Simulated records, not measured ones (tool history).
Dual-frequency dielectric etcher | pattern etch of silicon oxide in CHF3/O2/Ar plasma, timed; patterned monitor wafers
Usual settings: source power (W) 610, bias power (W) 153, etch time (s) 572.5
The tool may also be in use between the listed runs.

run,day,source power (W),bias power (W),etch time (s),wafers since the last listed run,hours since the last wet clean,hours since the last source power generator calibration,hours since the last bias power generator calibration,hours since the last upper electrode change,hours since the gauge calibration,"read-back reference wafer on the same gauge, depth_nm",mean etch depth across the wafer (angstrom)
1,0.000,610,153,505.5,0,747.6,36.9,1614.8,5660.4,3054.4,1121.1,9662
2,4.192,610,153,572.5,345,848.2,137.5,1715.4,5761.0,3155.0,1124.2,10918
# day 5.829: wet clean of the chamber
3,8.525,610,153,572.5,274,64.7,241.5,1819.4,5865.0,3259.0,1125.1,10884
4,10.321,610,153,572.5,147,107.8,284.6,1862.5,5908.1,3302.1,1124.1,10920
5,13.654,610,153,572.5,274,187.8,364.6,1942.5,5988.1,3382.1,1124.4,10931
# day 16.150: bias power generator calibrated
6,17.438,610,153,572.5,297,278.6,455.4,30.9,6078.9,3472.9,1125.1,10936
7,20.033,610,153,407.0,213,340.9,517.7,93.2,6141.2,3535.2,1124.2,7768
8,23.992,530,153,572.5,325,435.9,612.7,188.2,6236.2,3630.2,1126.5,10145
# day 28.100: upper electrode replaced
9,28.362,750,153,729.5,277,540.8,717.6,293.1,6.3,3735.1,1125.2,15542
# day 32.767: gauge calibrated
10,32.812,610,153,742.5,366,647.6,824.4,399.9,113.1,1.1,1109.9,14056
11,36.279,510,135,431.5,285,730.8,907.6,483.1,196.3,84.3,1109.6,7047
12,38.421,610,182,572.5,176,782.2,959.0,534.5,247.7,135.7,1111.2,11538
13,40.538,750,140,572.5,174,833.0,1009.8,585.3,298.5,186.5,1111.6,11663
# day 42.108: wet clean of the chamber
14,44.267,610,130,572.5,224,51.8,1099.3,674.8,388.0,276.0,1112.3,10230
15,48.167,680,140,572.5,321,145.4,1192.9,768.4,481.6,369.6,1111.2,11156
16,52.800,670,176,527.5,381,256.6,1304.1,879.6,592.8,480.8,1112.8,10988
17,55.004,610,173,572.5,181,309.5,1357.0,932.5,645.7,533.7,1113.3,11330
18,57.396,610,153,572.5,196,366.9,1414.4,989.9,703.1,591.1,1114.5,10807
19,59.000,610,153,412.5,132,405.4,1452.9,1028.4,741.6,629.6,1113.0,7803
20,60.846,680,165,475.0,151,449.7,1497.2,1072.7,785.9,673.9,1113.9,9787
21,64.579,730,123,572.5,307,539.3,1586.8,1162.3,875.5,763.5,1113.8,11033
22,68.812,610,153,572.5,348,640.9,1688.4,1263.9,977.1,865.1,1113.8,10865
23,72.333,610,153,572.5,289,725.4,1772.9,1348.4,1061.6,949.6,1115.0,10865
24,76.725,510,128,734.0,361,830.8,1878.3,1453.8,1167.0,1055.0,1114.7,11724
# day 78.746: wet clean of the chamber
25,79.962,750,140,423.5,184,29.2,1956.0,1531.5,1244.7,1132.7,1116.2,8677
26,83.138,570,169,486.5,261,105.4,2032.2,1607.7,1320.9,1208.9,1115.8,9262

Run 27 comes next. What will it give?
27,86.400,530,122,616.0,268,183.7,2110.5,1686.0,1399.2,1287.2,?,?

read-back reference wafer on the same gauge, depth_nm: 1117.2
mean etch depth across the wafer (angstrom): 9975
Without the tool's hidden state the same run would have given mean etch depth across the wafer (angstrom) 9917.
